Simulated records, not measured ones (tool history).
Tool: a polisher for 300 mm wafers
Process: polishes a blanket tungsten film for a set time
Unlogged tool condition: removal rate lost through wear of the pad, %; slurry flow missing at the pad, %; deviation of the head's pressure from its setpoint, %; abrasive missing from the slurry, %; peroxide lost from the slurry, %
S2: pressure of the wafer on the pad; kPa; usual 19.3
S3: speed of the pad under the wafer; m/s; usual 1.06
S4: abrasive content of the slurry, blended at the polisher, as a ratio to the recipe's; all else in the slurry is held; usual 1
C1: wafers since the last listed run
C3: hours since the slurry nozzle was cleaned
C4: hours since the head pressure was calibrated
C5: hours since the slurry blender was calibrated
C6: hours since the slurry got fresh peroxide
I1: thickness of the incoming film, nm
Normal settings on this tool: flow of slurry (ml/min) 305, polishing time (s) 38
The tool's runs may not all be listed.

{"run": 1, "hour": 0.0, "flow of slurry (ml/min)": 305, "S2": 19.3, "S3": 1.06, "S4": 1.2, "polishing time (s)": 38, "C1": 0, "wafers polished on this pad": 348, "C3": 482.4, "C4": 786.1, "C5": 28.1, "C6": 5, "I1": 690.1, "film removed (angstrom)": 1233}
{"run": 2, "hour": 10.5, "flow of slurry (ml/min)": 305, "S2": 19.3, "S3": 1.06, "S4": 1.2, "polishing time (s)": 38, "C1": 117, "wafers polished on this pad": 466, "C3": 492.9, "C4": 796.6, "C5": 38.6, "C6": 15.5, "I1": 692.9, "film removed (angstrom)": 1205}
{"hour": 16.7, "done": "head pressure recalibrated"}
{"run": 3, "hour": 25.2, "flow of slurry (ml/min)": 305, "S2": 19.3, "S3": 1.06, "S4": 1.1, "polishing time (s)": 38, "C1": 142, "wafers polished on this pad": 609, "C3": 507.6, "C4": 8.5, "C5": 53.3, "C6": 30.2, "I1": 690.1, "film removed (angstrom)": 1199}
{"run": 4, "hour": 34.1, "flow of slurry (ml/min)": 305, "S2": 19.3, "S3": 1.06, "S4": 1.1, "polishing time (s)": 38, "C1": 99, "wafers polished on this pad": 709, "C3": 516.5, "C4": 17.4, "C5": 62.2, "C6": 39.1, "I1": 692.6, "film removed (angstrom)": 1163}
{"hour": 57.2, "done": "worn pad replaced by a new one"}
{"hour": 79.4, "done": "slurry tank refilled with fresh slurry and peroxide"}
{"run": 5, "hour": 79.9, "flow of slurry (ml/min)": 305, "S2": 19.3, "S3": 1.06, "S4": 1.1, "polishing time (s)": 38, "C1": 457, "wafers polished on this pad": 243, "C3": 562.3, "C4": 63.2, "C5": 108, "C6": 0.5, "I1": 686.3, "film removed (angstrom)": 1143}
{"run": 6, "hour": 93.2, "flow of slurry (ml/min)": 305, "S2": 19.3, "S3": 1.06, "S4": 1, "polishing time (s)": 38, "C1": 149, "wafers polished on this pad": 392, "C3": 575.6, "C4": 76.5, "C5": 121.3, "C6": 13.8, "I1": 688.7, "film removed (angstrom)": 1124}
{"run": 7, "hour": 99.5, "flow of slurry (ml/min)": 305, "S2": 24.8, "S3": 1.06, "S4": 1, "polishing time (s)": 38, "C1": 70, "wafers polished on this pad": 463, "C3": 581.9, "C4": 82.8, "C5": 127.6, "C6": 20.1, "I1": 698.9, "film removed (angstrom)": 1418}
{"run": 8, "hour": 105.9, "flow of slurry (ml/min)": 305, "S2": 24.1, "S3": 1.06, "S4": 1, "polishing time (s)": 38, "C1": 71, "wafers polished on this pad": 534, "C3": 588.3, "C4": 89.2, "C5": 134, "C6": 26.5, "I1": 685, "film removed (angstrom)": 1403}
{"run": 9, "hour": 120.4, "flow of slurry (ml/min)": 305, "S2": 22.8, "S3": 1.06, "S4": 1, "polishing time (s)": 38, "C1": 162, "wafers polished on this pad": 697, "C3": 602.8, "C4": 103.7, "C5": 148.5, "C6": 41, "I1": 682.4, "film removed (angstrom)": 1296}
{"run": 10, "hour": 127.2, "flow of slurry (ml/min)": 265, "S2": 13.8, "S3": 0.82, "S4": 1, "polishing time (s)": 26, "C1": 76, "wafers polished on this pad": 773, "C3": 609.6, "C4": 110.5, "C5": 155.3, "C6": 47.8, "I1": 691.7, "film removed (angstrom)": 410}
{"run": 11, "hour": 143.1, "flow of slurry (ml/min)": 305, "S2": 19.3, "S3": 1.06, "S4": 1, "polishing time (s)": 38, "C1": 178, "wafers polished on this pad": 952, "C3": 625.5, "C4": 126.4, "C5": 171.2, "C6": 63.7, "I1": 698.1, "film removed (angstrom)": 1122}
{"hour": 157.7, "done": "worn pad replaced by a new one"}
{"run": 12, "hour": 158.2, "flow of slurry (ml/min)": 305, "S2": 19.3, "S3": 1.06, "S4": 1, "polishing time (s)": 38, "C1": 124, "wafers polished on this pad": 5, "C3": 640.6, "C4": 141.5, "C5": 186.3, "C6": 78.8, "I1": 688.9, "film removed (angstrom)": 1095}
{"hour": 168.3, "done": "slurry tank refilled with fresh slurry and peroxide"}
{"run": 13, "hour": 170.5, "flow of slurry (ml/min)": 305, "S2": 19.3, "S3": 0.82, "S4": 1, "polishing time (s)": 47, "C1": 126, "wafers polished on this pad": 131, "C3": 652.9, "C4": 153.8, "C5": 198.6, "C6": 2.2, "I1": 685.9, "film removed (angstrom)": 1061}
{"run": 14, "hour": 187.3, "flow of slurry (ml/min)": 375, "S2": 16.5, "S3": 1.06, "S4": 0.8, "polishing time (s)": 27, "C1": 188, "wafers polished on this pad": 320, "C3": 669.7, "C4": 170.6, "C5": 215.4, "C6": 19, "I1": 703.3, "film removed (angstrom)": 639}
{"hour": 191.8, "done": "slurry nozzle cleaned"}
{"run": 15, "hour": 204.0, "flow of slurry (ml/min)": 305, "S2": 22.8, "S3": 1.06, "S4": 0.85, "polishing time (s)": 38, "C1": 176, "wafers polished on this pad": 496, "C3": 12.2, "C4": 187.3, "C5": 232.1, "C6": 35.7, "I1": 700.8, "film removed (angstrom)": 1251}
{"hour": 209.6, "done": "slurry blender recalibrated"}
{"run": 16, "hour": 219.5, "flow of slurry (ml/min)": 305, "S2": 19.3, "S3": 1.06, "S4": 1, "polishing time (s)": 38, "C1": 151, "wafers polished on this pad": 648, "C3": 27.7, "C4": 202.8, "C5": 9.9, "C6": 51.2, "I1": 676.9, "film removed (angstrom)": 1205}
{"run": 17, "hour": 233.6, "flow of slurry (ml/min)": 265, "S2": 19.3, "S3": 1.06, "S4": 1, "polishing time (s)": 38, "C1": 158, "wafers polished on this pad": 806, "C3": 41.8, "C4": 216.9, "C5": 24, "C6": 65.3, "I1": 688.8, "film removed (angstrom)": 1174}
{"hour": 246.3, "done": "worn pad replaced by a new one"}
{"run": 18, "hour": 246.8, "flow of slurry (ml/min)": 340, "S2": 19.3, "S3": 0.78, "S4": 1.2, "polishing time (s)": 31, "C1": 103, "wafers polished on this pad": 5, "C3": 55, "C4": 230.1, "C5": 37.2, "C6": 78.5, "I1": 687.6, "film removed (angstrom)": 734}
{"run": 19, "hour": 250.2, "flow of slurry (ml/min)": 410, "S2": 14.5, "S3": 1.34, "S4": 0.9, "polishing time (s)": 38, "C1": 38, "wafers polished on this pad": 43, "C3": 58.4, "C4": 233.5, "C5": 40.6, "C6": 81.9, "I1": 697.9, "film removed (angstrom)": 1091}
{"run": 20, "hour": 256.8, "flow of slurry (ml/min)": 305, "S2": 19.3, "S3": 1.06, "S4": 1, "polishing time (s)": 38, "C1": 74, "wafers polished on this pad": 117, "C3": 65, "C4": 240.1, "C5": 47.2, "C6": 88.5, "I1": 694.7, "film removed (angstrom)": 1138}
{"run": 21, "hour": 267.4, "flow of slurry (ml/min)": 355, "S2": 19.3, "S3": 0.76, "S4": 1.15, "polishing time (s)": 33, "C1": 118, "wafers polished on this pad": 236, "C3": 75.6, "C4": 250.7, "C5": 57.8, "C6": 99.1, "I1": 686.8, "film removed (angstrom)": 728}
{"hour": 272.5, "done": "slurry tank refilled with fresh slurry and peroxide"}
{"run": 22, "hour": 277.8, "flow of slurry (ml/min)": 305, "S2": 19.3, "S3": 1.06, "S4": 1, "polishing time (s)": 38, "C1": 105, "wafers polished on this pad": 341, "C3": 86, "C4": 261.1, "C5": 68.2, "C6": 5.3, "I1": 690.3, "film removed (angstrom)": 1149}
{"run": 23, "hour": 287.1, "flow of slurry (ml/min)": 350, "S2": 19.3, "S3": 1.06, "S4": 0.75, "polishing time (s)": 38, "C1": 104, "wafers polished on this pad": 446, "C3": 95.3, "C4": 270.4, "C5": 77.5, "C6": 14.6, "I1": 681.3, "film removed (angstrom)": 1077}
{"run": 24, "hour": 300.7, "flow of slurry (ml/min)": 305, "S2": 24.8, "S3": 1.06, "S4": 1, "polishing time (s)": 38, "C1": 152, "wafers polished on this pad": 598, "C3": 108.9, "C4": 284, "C5": 91.1, "C6": 28.2, "I1": 695.2, "film removed (angstrom)": 1467}
{"run": 25, "hour": 310.2, "flow of slurry (ml/min)": 305, "S2": 19.3, "S3": 1.06, "S4": 1, "polishing time (s)": 38, "C1": 106, "wafers polished on this pad": 705, "C3": 118.4, "C4": 293.5, "C5": 100.6, "C6": 37.7, "I1": 686.1, "film removed (angstrom)": 1104}
{"run": 26, "hour": 318.4, "flow of slurry (ml/min)": 305, "S2": 19.3, "S3": 0.82, "S4": 1, "polishing time (s)": 47, "C1": 92, "wafers polished on this pad": 797, "C3": 126.6, "C4": 301.7, "C5": 108.8, "C6": 45.9, "I1": 684.9, "film removed (angstrom)": 1045}

Below are 4 alternative next runs, each starting from the tool's condition after run 26. Predict each:
{"run": "A", "hour": 318.8, "flow of slurry (ml/min)": 305, "S2": 19.3, "S3": 1.06, "S4": 0.75, "polishing time (s)": 38, "C1": 4, "wafers polished on this pad": 801, "C3": 127, "C4": 302.1, "C5": 109.2, "C6": 46.3, "I1": 703.8, "film removed (angstrom)": "?"}
{"run": "B", "hour": 318.8, "flow of slurry (ml/min)": 270, "S2": 19.3, "S3": 1.06, "S4": 1, "polishing time (s)": 38, "C1": 4, "wafers polished on this pad": 801, "C3": 127, "C4": 302.1, "C5": 109.2, "C6": 46.3, "I1": 703.8, "film removed (angstrom)": "?"}
{"run": "C", "hour": 318.8, "flow of slurry (ml/min)": 305, "S2": 19.3, "S3": 1.06, "S4": 0.85, "polishing time (s)": 38, "C1": 4, "wafers polished on this pad": 801, "C3": 127, "C4": 302.1, "C5": 109.2, "C6": 46.3, "I1": 703.8, "film removed (angstrom)": "?"}
{"run": "D", "hour": 318.8, "flow of slurry (ml/min)": 305, "S2": 19.3, "S3": 1.06, "S4": 1, "polishing time (s)": 27, "C1": 4, "wafers polished on this pad": 801, "C3": 127, "C4": 302.1, "C5": 109.2, "C6": 46.3, "I1": 703.8, "film removed (angstrom)": "?"}

run=A film_removed_(angstrom)=1026
run=B film_removed_(angstrom)=1082
run=C film_removed_(angstrom)=1053
run=D film_removed_(angstrom)=775
Stripped of hidden state, with their random variation kept, the same runs would have yielded:
run=A film_removed_(angstrom)=1097
run=B film_removed_(angstrom)=1160
run=C film_removed_(angstrom)=1128
run=D film_removed_(angstrom)=831
